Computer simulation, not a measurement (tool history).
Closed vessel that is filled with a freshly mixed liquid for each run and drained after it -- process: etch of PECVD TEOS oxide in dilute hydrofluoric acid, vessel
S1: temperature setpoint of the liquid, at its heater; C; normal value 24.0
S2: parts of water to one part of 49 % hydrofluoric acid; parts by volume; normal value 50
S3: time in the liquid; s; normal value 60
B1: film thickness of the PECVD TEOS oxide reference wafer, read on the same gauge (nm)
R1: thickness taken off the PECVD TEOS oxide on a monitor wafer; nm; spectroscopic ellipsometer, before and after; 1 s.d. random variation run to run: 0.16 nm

run	hour	S1	S2	S3	B1	R1
1	0.0	24.0	50	60	60.00	24.42
2	31.4	24.0	50	60	60.00	22.86
3	50.3	24.0	50	45	60.01	17.29
4	66.3	24.0	50	45	60.03	17.35
5	81.0	24.0	50	60	59.99	23.08
6	108.4	24.0	50	60	60.01	23.13
7	143.6	24.0	50	60	60.03	23.27
8	165.6	24.0	50	60	59.97	23.53
9	196.0	24.0	50	60	60.04	23.29
10	231.7	26.5	50	60	60.03	26.07
11	277.6	26.5	50	60	60.02	26.37
12	295.6	21.5	50	60	60.00	21.26
13	319.6	24.0	50	60	60.00	24.05
14	346.2	24.0	50	60	60.01	24.01
15	368.0	24.0	35	60	60.01	35.10
16	436.7	24.0	50	45	59.98	17.97
17	470.4	24.0	50	60	60.00	24.32
18	492.2	24.0	50	75	60.00	30.54
19	505.9	24.0	50	60	59.99	24.39
20	539.2	24.0	50	60	59.95	24.36
21	554.7	22.0	70	85	60.02	20.61
22	576.6	26.0	30	75	60.01	53.69
23	598.4	24.0	50	60	60.01	23.09
24	619.1	29.0	65	45	60.04	15.88
25	631.5	19.0	50	60	60.04	18.68
26	666.1	24.0	50	60	59.97	23.35
27	679.4	28.0	40	80	60.04	46.21
28	701.3	24.0	30	60	59.99	40.08
29	718.6	24.0	50	35	59.99	13.52
30	739.1	24.0	30	85	60.02	57.17

The log once held 4 entries between its listed runs, left out of this copy. Where does each go, and what is different about the tool's unlogged condition between the listed run before it and the listed run after it?
Logged between run 1 and run 2: thermometer replaced (hour 13.0)
  liquid hotter than its thermometer reads (K): 1.92 -> 0.103
  the result without the hidden state subtracted from the measured one, R1: +1.84 -> +0.09 nm
Logged between run 10 and run 11: gauge calibrated (hour 262.6)
  liquid hotter than its thermometer reads (K): 0.779 -> 0.934
  the result without the hidden state subtracted from the measured one, R1: +0.80 -> +0.96 nm
Logged between run 15 and run 16: hydrofluoric acid flow meter replaced (hour 371.1)
  liquid hotter than its thermometer reads (K): 1.24 -> 1.47
  the result without the hidden state subtracted from the measured one, R1: +1.76 -> +1.05 nm
Logged between run 20 and run 21: thermometer replaced (hour 550.0)
  liquid hotter than its thermometer reads (K): 1.82 -> 0.0674
  the result without the hidden state subtracted from the measured one, R1: +1.75 -> +0.06 nm

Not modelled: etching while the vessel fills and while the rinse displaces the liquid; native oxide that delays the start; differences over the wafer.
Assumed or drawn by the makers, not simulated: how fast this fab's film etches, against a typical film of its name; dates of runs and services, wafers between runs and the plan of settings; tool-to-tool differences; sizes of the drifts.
